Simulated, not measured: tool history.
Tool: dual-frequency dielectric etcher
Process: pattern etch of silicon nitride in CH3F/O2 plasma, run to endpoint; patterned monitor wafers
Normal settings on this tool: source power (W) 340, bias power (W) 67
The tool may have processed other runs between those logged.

| run | hour | source power (W) | bias power (W) | wafers since the last listed run | hours since the last wet clean | hours since the last source power generator calibration | hours since the last bias power generator calibration | hours since the last upper electrode change | incoming incoming film thickness, nm | endpoint time (s) |
|---|---|---|---|---|---|---|---|---|---|---|
| 1 | 0.0 | 340 | 67 | 0 | 246.9 | 952.9 | 1715.6 | 3190.5 | 93.6 | 128.0 |
| 2 | 99.6 | 340 | 61 | 753 | 346.5 | 1052.5 | 1815.2 | 3290.1 | 92.9 | 128.4 |
| 3 | 159.2 | 340 | 61 | 451 | 406.1 | 1112.1 | 1874.8 | 3349.7 | 92.9 | 127.7 |
| 4 | 223.2 | 340 | 67 | 484 | 470.1 | 1176.1 | 1938.8 | 3413.7 | 93.4 | 124.8 |
| 5 | 260.9 | 340 | 67 | 285 | 507.8 | 1213.8 | 1976.5 | 3451.4 | 93.3 | 123.3 |
| 6 | 296.9 | 340 | 67 | 272 | 543.8 | 1249.8 | 2012.5 | 3487.4 | 94.0 | 124.0 |
|  | 321.0 | wet clean of the chamber |
| 7 | 341.4 | 320 | 67 | 155 | 20.4 | 1294.3 | 2057.0 | 3531.9 | 92.8 | 128.3 |
| 8 | 431.2 | 320 | 67 | 679 | 110.2 | 1384.1 | 2146.8 | 3621.7 | 93.4 | 128.8 |
| 9 | 476.6 | 310 | 75 | 343 | 155.6 | 1429.5 | 2192.2 | 3667.1 | 93.1 | 125.7 |
| 10 | 525.8 | 290 | 67 | 372 | 204.8 | 1478.7 | 2241.4 | 3716.3 | 93.1 | 131.8 |
| 11 | 626.5 | 290 | 67 | 762 | 305.5 | 1579.4 | 2342.1 | 3817.0 | 93.0 | 130.0 |
| 12 | 711.0 | 340 | 67 | 639 | 390.0 | 1663.9 | 2426.6 | 3901.5 | 91.7 | 120.7 |
| 13 | 786.7 | 340 | 67 | 572 | 465.7 | 1739.6 | 2502.3 | 3977.2 | 91.9 | 120.8 |
| 14 | 872.1 | 340 | 67 | 646 | 551.1 | 1825.0 | 2587.7 | 4062.6 | 93.9 | 120.8 |
| 15 | 942.2 | 340 | 67 | 530 | 621.2 | 1895.1 | 2657.8 | 4132.7 | 93.6 | 122.0 |
|  | 1024.4 | wet clean of the chamber |
|  | 1036.4 | upper electrode replaced |
| 16 | 1036.9 | 370 | 67 | 444 | 12.5 | 1989.8 | 2752.5 | 0.5 | 93.6 | 124.1 |
| 17 | 1121.2 | 370 | 67 | 638 | 96.8 | 2074.1 | 2836.8 | 84.8 | 94.1 | 124.4 |
|  | 1211.2 | bias power generator calibrated |
| 18 | 1213.1 | 370 | 67 | 665 | 188.7 | 2166.0 | 1.9 | 176.7 | 93.2 | 122.1 |
| 19 | 1284.6 | 280 | 59 | 541 | 260.2 | 2237.5 | 73.4 | 248.2 | 92.1 | 137.1 |
| 20 | 1327.7 | 270 | 50 | 326 | 303.3 | 2280.6 | 116.5 | 291.3 | 92.8 | 146.1 |
| 21 | 1395.7 | 380 | 72 | 514 | 371.3 | 2348.6 | 184.5 | 359.3 | 92.9 | 117.5 |
| 22 | 1489.3 | 370 | 81 | 708 | 464.9 | 2442.2 | 278.1 | 452.9 | 93.3 | 113.5 |
| 23 | 1546.7 | 370 | 76 | 434 | 522.3 | 2499.6 | 335.5 | 510.3 | 93.9 | 114.9 |
| 24 | 1593.4 | 400 | 79 | 353 | 569.0 | 2546.3 | 382.2 | 557.0 | 93.5 | 110.7 |
|  | 1702.0 | wet clean of the chamber |
| 25 | 1702.5 | 410 | 67 | 644 | 0.5 | 2655.4 | 491.3 | 666.1 | 92.9 | 121.8 |
|  | 1760.4 | source power generator calibrated |
| 26 | 1776.7 | 410 | 78 | 531 | 74.7 | 16.3 | 565.5 | 740.3 | 92.9 | 115.1 |
| 27 | 1824.6 | 340 | 79 | 362 | 122.6 | 64.2 | 613.4 | 788.2 | 91.8 | 120.1 |
| 28 | 2079.5 | 340 | 67 | 1929 | 377.5 | 319.1 | 868.3 | 1043.1 | 92.6 | 123.5 |
|  | 2363.8 | wet clean of the chamber |
| 29 | 2391.9 | 340 | 67 | 2182 | 28.1 | 631.5 | 1180.7 | 1355.5 | 94.2 | 129.9 |
| 30 | 2445.7 | 310 | 62 | 407 | 81.9 | 685.3 | 1234.5 | 1409.3 | 93.0 | 133.5 |
| 31 | 2539.0 | 340 | 67 | 706 | 175.2 | 778.6 | 1327.8 | 1502.6 | 91.6 | 124.4 |
| 32 | 2638.1 | 310 | 80 | 750 | 274.3 | 877.7 | 1426.9 | 1601.7 | 92.9 | 122.1 |
| 33 | 2701.1 | 340 | 67 | 476 | 337.3 | 940.7 | 1489.9 | 1664.7 | 93.3 | 125.0 |
| 34 | 2788.6 | 340 | 67 | 662 | 424.8 | 1028.2 | 1577.4 | 1752.2 | 93.5 | 123.4 |
| 35 | 2856.6 | 340 | 60 | 514 | 492.8 | 1096.2 | 1645.4 | 1820.2 | 93.5 | 126.5 |
| 36 | 2925.0 | 340 | 75 | 517 | 561.2 | 1164.6 | 1713.8 | 1888.6 | 92.7 | 116.5 |

Per-run results on a tool with no hidden state, each run keeping its own random variation:
Hidden state at play: etch rate over this chamber's usual, %; source power that arrives over what is set, %; bias power that arrives over what is set, %.
| run | endpoint time (s) |
|---|---|
| 1 | 129.6 |
| 2 | 131.0 |
| 3 | 131.0 |
| 4 | 128.7 |
| 5 | 127.5 |
| 6 | 128.6 |
| 7 | 130.3 |
| 8 | 131.8 |
| 9 | 129.0 |
| 10 | 135.9 |
| 11 | 135.1 |
| 12 | 126.2 |
| 13 | 127.1 |
| 14 | 128.0 |
| 15 | 130.0 |
| 16 | 124.9 |
| 17 | 126.1 |
| 18 | 124.7 |
| 19 | 140.8 |
| 20 | 150.6 |
| 21 | 121.8 |
| 22 | 118.5 |
| 23 | 120.5 |
| 24 | 116.5 |
| 25 | 121.1 |
| 26 | 115.1 |
| 27 | 120.6 |
| 28 | 126.6 |
| 29 | 130.7 |
| 30 | 134.9 |
| 31 | 126.7 |
| 32 | 125.4 |
| 33 | 129.0 |
| 34 | 128.2 |
| 35 | 132.2 |
| 36 | 122.4 |
